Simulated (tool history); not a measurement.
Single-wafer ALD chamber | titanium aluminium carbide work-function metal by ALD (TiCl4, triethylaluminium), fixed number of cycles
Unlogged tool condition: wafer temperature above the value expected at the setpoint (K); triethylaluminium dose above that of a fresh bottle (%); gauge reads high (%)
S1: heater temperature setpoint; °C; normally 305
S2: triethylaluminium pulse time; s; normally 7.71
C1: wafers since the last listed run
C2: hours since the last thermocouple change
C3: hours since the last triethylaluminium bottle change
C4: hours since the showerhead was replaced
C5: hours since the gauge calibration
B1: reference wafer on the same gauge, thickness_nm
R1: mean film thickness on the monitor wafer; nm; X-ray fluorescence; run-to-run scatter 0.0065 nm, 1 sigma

run,hour,S1,S2,C1,C2,C3,C4,C5,B1,R1
1,0,305,7.71,0,1815.2,567,2237.2,263.7,1.771,1.894
2,38.4,305,7.71,572,1853.6,605.4,2275.6,302.1,1.769,1.881
3,103.7,305,7.71,974,1918.9,670.7,2340.9,367.4,1.769,1.88
4,183.4,305,7.71,1189,1998.6,750.4,2420.6,447.1,1.769,1.882
5,270.3,305,7.71,1296,2085.5,837.3,2507.5,534,1.767,1.877
6,333.4,305,7.71,941,2148.6,900.4,2570.6,597.1,1.772,1.878
7,426.8,310,7.71,1393,2242,993.8,2664,690.5,1.768,1.918
# hour 450.5: triethylaluminium bottle replaced
8,527.7,305,7.71,1386,2342.9,77.2,2764.9,791.4,1.771,1.95
9,621.7,305,7.71,1402,2436.9,171.2,2858.9,885.4,1.772,1.931
10,679.9,296,9.37,868,2495.1,229.4,2917.1,943.6,1.771,1.943
# hour 735.2: thermocouple changed; heater temperature recalibrated
11,771.2,296,9.37,1242,36,320.7,3008.4,1034.9,1.77,1.884
12,824.1,296,9.37,789,88.9,373.6,3061.3,1087.8,1.768,1.884
13,905.7,317,9.56,1217,170.5,455.2,3142.9,1169.4,1.769,2.042
14,1005.2,311,6.65,1484,270,554.7,3242.4,1268.9,1.769,1.806
15,1095.8,297,7.71,1351,360.6,645.3,3333,1359.5,1.771,1.797
16,1132.5,292,9.39,547,397.3,682,3369.7,1396.2,1.772,1.841
17,1215.7,310,10.58,1241,480.5,765.2,3452.9,1479.4,1.771,2.017
18,1252.6,313,7.71,550,517.4,802.1,3489.8,1516.3,1.772,1.914
19,1294.9,311,6.65,631,559.7,844.4,3532.1,1558.6,1.77,1.797
20,1368.7,319,7.71,1101,633.5,918.2,3605.9,1632.4,1.769,1.947
21,1428,314,10.33,884,692.8,977.5,3665.2,1691.7,1.769,2.044
# hour 1463: triethylaluminium bottle replaced
# hour 1471.4: showerhead replaced
22,1529.5,305,7.71,1275,794.3,66.5,58.1,1793.2,1.772,1.907
# hour 1538.5: gauge calibrated
23,1805.2,305,7.71,4113,1070,342.2,333.8,266.7,1.769,1.855
24,1909,311,6.03,1548,1173.8,446,437.6,370.5,1.772,1.734
25,1992.5,305,10.44,1245,1257.3,529.5,521.1,454,1.769,1.993

Below are 3 alternative next runs, each starting from the tool's condition after run 25. Predict each:
A,1992.9,305,7.71,5,1257.7,529.9,521.5,454.4,?,?
B,1992.9,293,8.48,5,1257.7,529.9,521.5,454.4,?,?
C,1992.9,305,5.16,5,1257.7,529.9,521.5,454.4,?,?

run,B1,R1
A,1.771,1.856
B,1.771,1.816
C,1.771,1.565
Without the tool's hidden state the same runs would have given:
run,R1
A,1.924
B,1.87
C,1.677
